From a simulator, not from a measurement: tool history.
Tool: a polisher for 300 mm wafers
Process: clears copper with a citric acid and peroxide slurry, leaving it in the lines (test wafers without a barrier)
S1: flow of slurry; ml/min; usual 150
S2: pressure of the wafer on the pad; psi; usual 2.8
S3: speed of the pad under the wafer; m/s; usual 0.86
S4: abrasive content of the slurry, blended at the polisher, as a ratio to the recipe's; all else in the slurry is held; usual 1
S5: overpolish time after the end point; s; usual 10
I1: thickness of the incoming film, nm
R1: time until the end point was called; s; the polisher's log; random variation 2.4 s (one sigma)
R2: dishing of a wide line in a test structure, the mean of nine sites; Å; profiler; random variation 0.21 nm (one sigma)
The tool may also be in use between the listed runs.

{"run": 1, "day": 0.0, "S1": 150, "S2": 2.8, "S3": 0.86, "S4": 1, "S5": 10, "I1": 258.4, "R1": 147.2, "R2": 121}
{"day": 1.258, "done": "worn pad replaced by a new one"}
{"run": 2, "day": 3.55, "S1": 150, "S2": 2.8, "S3": 0.86, "S4": 1, "S5": 10, "I1": 265.9, "R1": 146, "R2": 122}
{"run": 3, "day": 5.733, "S1": 130, "S2": 2.8, "S3": 0.86, "S4": 1, "S5": 10, "I1": 261.3, "R1": 154.4, "R2": 117}
{"run": 4, "day": 10.029, "S1": 150, "S2": 2.8, "S3": 0.86, "S4": 1, "S5": 10, "I1": 259.3, "R1": 147.6, "R2": 122}
{"run": 5, "day": 13.258, "S1": 150, "S2": 2.8, "S3": 0.86, "S4": 1, "S5": 10, "I1": 263.2, "R1": 147.3, "R2": 118}
{"run": 6, "day": 17.329, "S1": 150, "S2": 2.8, "S3": 0.86, "S4": 1, "S5": 10, "I1": 260.4, "R1": 149, "R2": 122}
{"run": 7, "day": 20.933, "S1": 150, "S2": 2.8, "S3": 0.86, "S4": 1, "S5": 14, "I1": 254.3, "R1": 144.8, "R2": 167}
{"day": 22.533, "done": "slurry blender recalibrated"}
{"run": 8, "day": 23.321, "S1": 150, "S2": 2.8, "S3": 0.86, "S4": 1, "S5": 10, "I1": 259.9, "R1": 147.2, "R2": 123}
{"day": 23.779, "done": "head pressure recalibrated"}
{"run": 9, "day": 27.05, "S1": 165, "S2": 2.8, "S3": 0.86, "S4": 1, "S5": 10, "I1": 259, "R1": 141.7, "R2": 125}
{"run": 10, "day": 28.771, "S1": 150, "S2": 2.8, "S3": 0.68, "S4": 1, "S5": 10, "I1": 259, "R1": 165.4, "R2": 108}
{"day": 29.729, "done": "slurry nozzle cleaned"}
{"run": 11, "day": 31.496, "S1": 150, "S2": 2.8, "S3": 0.86, "S4": 1, "S5": 10, "I1": 254.2, "R1": 145.8, "R2": 122}
{"day": 33.517, "done": "worn pad replaced by a new one"}
{"run": 12, "day": 35.138, "S1": 150, "S2": 3.3, "S3": 0.86, "S4": 1, "S5": 10, "I1": 254.8, "R1": 119.7, "R2": 142}
{"run": 13, "day": 38.042, "S1": 195, "S2": 2.8, "S3": 1.12, "S4": 1, "S5": 16, "I1": 257.9, "R1": 115.5, "R2": 224}
{"run": 14, "day": 40.912, "S1": 150, "S2": 2.8, "S3": 0.86, "S4": 1, "S5": 10, "I1": 261.8, "R1": 149.1, "R2": 123}
{"run": 15, "day": 46.329, "S1": 150, "S2": 2.8, "S3": 0.86, "S4": 1, "S5": 10, "I1": 261.7, "R1": 152.5, "R2": 118}
{"run": 16, "day": 49.133, "S1": 150, "S2": 2.8, "S3": 0.86, "S4": 1, "S5": 10, "I1": 257.8, "R1": 144.1, "R2": 124}
{"day": 53.096, "done": "head pressure recalibrated"}
{"run": 17, "day": 53.45, "S1": 150, "S2": 3.7, "S3": 0.86, "S4": 1, "S5": 12, "I1": 255.3, "R1": 108.8, "R2": 187}
{"day": 55.983, "done": "slurry blender recalibrated"}
{"run": 18, "day": 56.183, "S1": 105, "S2": 2.8, "S3": 0.86, "S4": 1.15, "S5": 10, "I1": 259.3, "R1": 152.5, "R2": 118}
{"run": 19, "day": 59.733, "S1": 150, "S2": 2.8, "S3": 1.04, "S4": 1, "S5": 12, "I1": 259.8, "R1": 126.7, "R2": 166}
{"run": 20, "day": 62.55, "S1": 110, "S2": 2.8, "S3": 0.86, "S4": 1.25, "S5": 10, "I1": 257.5, "R1": 149.5, "R2": 123}

The next listed run, before its measurement:
{"day": 64.167, "done": "slurry nozzle cleaned"}
{"day": 65.0, "done": "worn pad replaced by a new one"}
{"run": 21, "day": 65.021, "S1": 150, "S2": 2.8, "S3": 0.86, "S4": 1, "S5": 10, "I1": 258.8, "R1": "?", "R2": "?"}

R1: 145.5 s
R2: 117 Å
Without the tool's hidden state the same run would have given R1 145.5 s, R2 117 Å.
